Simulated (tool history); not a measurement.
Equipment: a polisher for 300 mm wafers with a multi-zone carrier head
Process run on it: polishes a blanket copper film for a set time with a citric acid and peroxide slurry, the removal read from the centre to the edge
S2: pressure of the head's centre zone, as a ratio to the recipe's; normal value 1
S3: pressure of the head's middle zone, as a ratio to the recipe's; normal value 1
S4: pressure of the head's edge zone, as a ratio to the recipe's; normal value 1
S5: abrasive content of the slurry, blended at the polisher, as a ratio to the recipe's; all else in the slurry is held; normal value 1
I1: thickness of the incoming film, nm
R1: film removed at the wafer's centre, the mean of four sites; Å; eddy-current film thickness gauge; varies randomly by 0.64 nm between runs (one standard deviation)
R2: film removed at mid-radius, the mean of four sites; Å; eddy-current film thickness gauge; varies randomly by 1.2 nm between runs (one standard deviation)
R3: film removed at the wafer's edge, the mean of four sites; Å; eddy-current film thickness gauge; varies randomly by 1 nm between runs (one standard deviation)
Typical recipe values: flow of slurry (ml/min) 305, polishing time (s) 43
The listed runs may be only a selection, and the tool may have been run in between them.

{"run": 1, "hour": 0.0, "flow of slurry (ml/min)": 265, "S2": 0.92, "S3": 1, "S4": 1, "S5": 1, "polishing time (s)": 43, "I1": 748.3, "R1": 702, "R2": 747, "R3": 762}
{"hour": 49.0, "done": "worn pad replaced by a new one"}
{"run": 2, "hour": 71.5, "flow of slurry (ml/min)": 305, "S2": 0.93, "S3": 1, "S4": 1.07, "S5": 1, "polishing time (s)": 43, "I1": 741.9, "R1": 719, "R2": 780, "R3": 790}
{"hour": 121.7, "done": "centre zone pressure recalibrated"}
{"run": 3, "hour": 137.2, "flow of slurry (ml/min)": 305, "S2": 0.93, "S3": 1, "S4": 1.07, "S5": 1, "polishing time (s)": 43, "I1": 741.5, "R1": 718, "R2": 761, "R3": 794}
{"run": 4, "hour": 175.8, "flow of slurry (ml/min)": 305, "S2": 0.93, "S3": 1, "S4": 1.07, "S5": 1, "polishing time (s)": 43, "I1": 730.2, "R1": 717, "R2": 765, "R3": 781}
{"run": 5, "hour": 241.5, "flow of slurry (ml/min)": 305, "S2": 1, "S3": 1, "S4": 1, "S5": 1.1, "polishing time (s)": 43, "I1": 751.3, "R1": 765, "R2": 761, "R3": 775}
{"run": 6, "hour": 286.2, "flow of slurry (ml/min)": 305, "S2": 1, "S3": 1, "S4": 1, "S5": 1, "polishing time (s)": 32, "I1": 749.1, "R1": 561, "R2": 550, "R3": 568}
{"run": 7, "hour": 321.3, "flow of slurry (ml/min)": 305, "S2": 1, "S3": 1, "S4": 1, "S5": 1, "polishing time (s)": 32, "I1": 737.3, "R1": 553, "R2": 572, "R3": 550}
{"hour": 344.7, "done": "worn pad replaced by a new one"}
{"hour": 370.8, "done": "edge zone pressure recalibrated"}
{"run": 8, "hour": 386.3, "flow of slurry (ml/min)": 305, "S2": 1, "S3": 1, "S4": 1, "S5": 1, "polishing time (s)": 43, "I1": 735.9, "R1": 744, "R2": 753, "R3": 753}
{"hour": 425.6, "done": "carrier head's membrane replaced by a new one"}
{"run": 9, "hour": 426.1, "flow of slurry (ml/min)": 305, "S2": 1.07, "S3": 1.1, "S4": 1, "S5": 1, "polishing time (s)": 43, "I1": 752.7, "R1": 769, "R2": 774, "R3": 754}
{"hour": 437.1, "done": "centre zone pressure recalibrated"}
{"run": 10, "hour": 467.0, "flow of slurry (ml/min)": 375, "S2": 0.96, "S3": 0.89, "S4": 1, "S5": 1, "polishing time (s)": 43, "I1": 749.4, "R1": 728, "R2": 721, "R3": 760}
{"run": 11, "hour": 502.9, "flow of slurry (ml/min)": 265, "S2": 0.92, "S3": 1, "S4": 1, "S5": 1, "polishing time (s)": 43, "I1": 746.4, "R1": 646, "R2": 721, "R3": 717}
{"run": 12, "hour": 563.4, "flow of slurry (ml/min)": 225, "S2": 1, "S3": 1.03, "S4": 1, "S5": 1, "polishing time (s)": 43, "I1": 736, "R1": 650, "R2": 702, "R3": 706}
{"hour": 589.1, "done": "worn pad replaced by a new one"}
{"run": 13, "hour": 593.7, "flow of slurry (ml/min)": 305, "S2": 1, "S3": 1, "S4": 1, "S5": 1, "polishing time (s)": 43, "I1": 726.2, "R1": 710, "R2": 713, "R3": 750}
{"hour": 651.6, "done": "slurry nozzle cleaned"}
{"run": 14, "hour": 684.7, "flow of slurry (ml/min)": 305, "S2": 1, "S3": 1, "S4": 1, "S5": 1, "polishing time (s)": 43, "I1": 734.4, "R1": 800, "R2": 818, "R3": 789}
{"run": 15, "hour": 710.2, "flow of slurry (ml/min)": 305, "S2": 1.05, "S3": 0.9, "S4": 1, "S5": 1, "polishing time (s)": 43, "I1": 731.8, "R1": 840, "R2": 726, "R3": 787}
{"hour": 717.7, "done": "centre zone pressure recalibrated"}
{"run": 16, "hour": 745.6, "flow of slurry (ml/min)": 375, "S2": 0.89, "S3": 1, "S4": 0.96, "S5": 1.1, "polishing time (s)": 43, "I1": 737.9, "R1": 743, "R2": 807, "R3": 815}
{"run": 17, "hour": 813.4, "flow of slurry (ml/min)": 395, "S2": 1, "S3": 0.96, "S4": 1, "S5": 1, "polishing time (s)": 37, "I1": 735.8, "R1": 699, "R2": 676, "R3": 679}
{"hour": 828.6, "done": "worn pad replaced by a new one"}
{"run": 18, "hour": 879.1, "flow of slurry (ml/min)": 305, "S2": 1, "S3": 1, "S4": 1, "S5": 0.7, "polishing time (s)": 43, "I1": 727.7, "R1": 768, "R2": 763, "R3": 737}
{"run": 19, "hour": 926.2, "flow of slurry (ml/min)": 305, "S2": 1, "S3": 1.06, "S4": 1, "S5": 1, "polishing time (s)": 43, "I1": 748.5, "R1": 789, "R2": 814, "R3": 791}
{"run": 20, "hour": 954.5, "flow of slurry (ml/min)": 235, "S2": 0.94, "S3": 1, "S4": 1.04, "S5": 1.15, "polishing time (s)": 43, "I1": 737.5, "R1": 734, "R2": 777, "R3": 774}
{"run": 21, "hour": 1018.1, "flow of slurry (ml/min)": 305, "S2": 1.09, "S3": 0.92, "S4": 0.9, "S5": 1, "polishing time (s)": 43, "I1": 740.4, "R1": 827, "R2": 738, "R3": 735}
{"hour": 1051.4, "done": "centre zone pressure recalibrated"}
{"run": 22, "hour": 1056.9, "flow of slurry (ml/min)": 215, "S2": 0.93, "S3": 0.92, "S4": 1, "S5": 1, "polishing time (s)": 43, "I1": 752.2, "R1": 693, "R2": 693, "R3": 737}

Same runs, no hidden state in the tool, same run-to-run variation:
Hidden state at play: removal rate lost through wear of the pad, %; slurry flow missing at the pad, %; deviation of the centre zone's pressure from its setpoint, %; deviation of the edge zone's pressure from its setpoint, %.
run=1 R1=732 R2=776 R3=784
run=2 R1=751 R2=811 R3=813
run=3 R1=755 R2=796 R3=821
run=4 R1=757 R2=803 R3=811
run=5 R1=814 R2=805 R3=808
run=6 R1=600 R2=585 R3=595
run=7 R1=594 R2=610 R3=577
run=8 R1=808 R2=811 R3=795
run=9 R1=840 R2=839 R3=800
run=10 R1=786 R2=772 R3=801
run=11 R1=729 R2=803 R3=775
run=12 R1=764 R2=810 R3=781
run=13 R1=802 R2=796 R3=813
run=14 R1=803 R2=822 R3=791
run=15 R1=845 R2=730 R3=790
run=16 R1=748 R2=811 R3=819
run=17 R1=706 R2=682 R3=684
run=18 R1=781 R2=775 R3=745
run=19 R1=805 R2=829 R3=802
run=20 R1=756 R2=797 R3=790
run=21 R1=849 R2=756 R3=748
run=22 R1=723 R2=720 R3=758
